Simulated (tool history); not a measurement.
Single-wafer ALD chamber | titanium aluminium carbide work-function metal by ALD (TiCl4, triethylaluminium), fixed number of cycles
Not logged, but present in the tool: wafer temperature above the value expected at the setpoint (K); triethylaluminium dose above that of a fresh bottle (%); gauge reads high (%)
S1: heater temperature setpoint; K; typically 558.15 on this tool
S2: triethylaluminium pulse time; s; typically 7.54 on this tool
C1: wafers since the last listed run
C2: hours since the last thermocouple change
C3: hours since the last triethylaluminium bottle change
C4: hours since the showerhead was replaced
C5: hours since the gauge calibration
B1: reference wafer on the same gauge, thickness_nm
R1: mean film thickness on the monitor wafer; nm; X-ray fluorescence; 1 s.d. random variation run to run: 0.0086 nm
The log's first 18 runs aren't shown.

At hour 248.9: thermocouple changed; heater temperature recalibrated.
Run 19, hour 249.4: usual settings but S1 563.15 K, S2 4.57 s; C1 53; C2 0.5; C3 472.1; C4 3541.3; C5 427.6; B1 1.733. Result: R1 1.062 nm.
Run 20, hour 295.9: usual settings but S1 572.15 K, S2 10.28 s; C1 466; C2 47.0; C3 518.6; C4 3587.8; C5 474.1; B1 1.731. Result: R1 1.843 nm.
Run 21, hour 310.3: usual settings; C1 144; C2 61.4; C3 533.0; C4 3602.2; C5 488.5; B1 1.731. Result: R1 1.561 nm.
At hour 320.1: gauge calibrated.
At hour 323.3: showerhead replaced.
Run 22, hour 326.4: usual settings but S2 9.33 s; C1 81; C2 77.5; C3 549.1; C4 3.1; C5 6.3; B1 1.729. Result: R1 1.695 nm.
Run 23, hour 343.3: usual settings but S2 5.23 s; C1 169; C2 94.4; C3 566.0; C4 20.0; C5 23.2; B1 1.729. Result: R1 1.179 nm.
Run 24, hour 361.0: usual settings but S1 567.15 K; C1 177; C2 112.1; C3 583.7; C4 37.7; C5 40.9; B1 1.731. Result: R1 1.620 nm.
Run 25, hour 372.4: usual settings but S1 563.15 K, S2 4.57 s; C1 114; C2 123.5; C3 595.1; C4 49.1; C5 52.3; B1 1.729. Result: R1 1.018 nm.
At hour 382.3: triethylaluminium bottle replaced.
Run 26, hour 383.5: usual settings but S2 9.33 s; C1 31; C2 134.6; C3 1.2; C4 60.2; C5 63.4; B1 1.732. Result: R1 1.762 nm.
Run 27, hour 393.9: usual settings but S1 550.15 K, S2 4.73 s; C1 104; C2 145.0; C3 11.6; C4 70.6; C5 73.8; B1 1.730. Result: R1 1.188 nm.
Run 28, hour 411.5: usual settings but S1 549.15 K, S2 10.46 s; C1 176; C2 162.6; C3 29.2; C4 88.2; C5 91.4; B1 1.730. Result: R1 1.685 nm.
Run 29, hour 421.2: usual settings; C1 97; C2 172.3; C3 38.9; C4 97.9; C5 101.1; B1 1.732. Result: R1 1.671 nm.
Run 30, hour 437.4: usual settings but S1 546.15 K, S2 6.61 s; C1 162; C2 188.5; C3 55.1; C4 114.1; C5 117.3; B1 1.729. Result: R1 1.484 nm.
Run 31, hour 444.7: usual settings but S2 4.90 s; C1 73; C2 195.8; C3 62.4; C4 121.4; C5 124.6; B1 1.729. Result: R1 1.268 nm.
Run 32, hour 458.8: usual settings but S1 571.15 K, S2 5.35 s; C1 141; C2 209.9; C3 76.5; C4 135.5; C5 138.7; B1 1.729. Result: R1 1.469 nm.
Run 33, hour 471.3: usual settings but S1 547.15 K, S2 10.11 s; C1 125; C2 222.4; C3 89.0; C4 148.0; C5 151.2; B1 1.730. Result: R1 1.673 nm.
Run 34, hour 483.9: usual settings but S2 5.23 s; C1 126; C2 235.0; C3 101.6; C4 160.6; C5 163.8; B1 1.728. Result: R1 1.333 nm.

Here are 3 independent what-if runs from the current tool condition. What would each one return?
Run A, hour 484.3: usual settings but S2 8.81 s; C1 4; C2 235.4; C3 102.0; C4 161.0; C5 164.2; B1 ?. Result: R1 ?.
Run B, hour 484.3: usual settings but S1 564.15 K, S2 5.07 s; C1 4; C2 235.4; C3 102.0; C4 161.0; C5 164.2; B1 ?. Result: R1 ?.
Run C, hour 484.3: usual settings but S1 551.15 K, S2 9.42 s; C1 4; C2 235.4; C3 102.0; C4 161.0; C5 164.2; B1 ?. Result: R1 ?.

run     B1     R1
  A  1.730  1.734
  B  1.730  1.344
  C  1.730  1.691
Stripped of hidden state, with their random variation kept, the same runs would have yielded:
run     R1
  A  1.745
  B  1.375
  C  1.700

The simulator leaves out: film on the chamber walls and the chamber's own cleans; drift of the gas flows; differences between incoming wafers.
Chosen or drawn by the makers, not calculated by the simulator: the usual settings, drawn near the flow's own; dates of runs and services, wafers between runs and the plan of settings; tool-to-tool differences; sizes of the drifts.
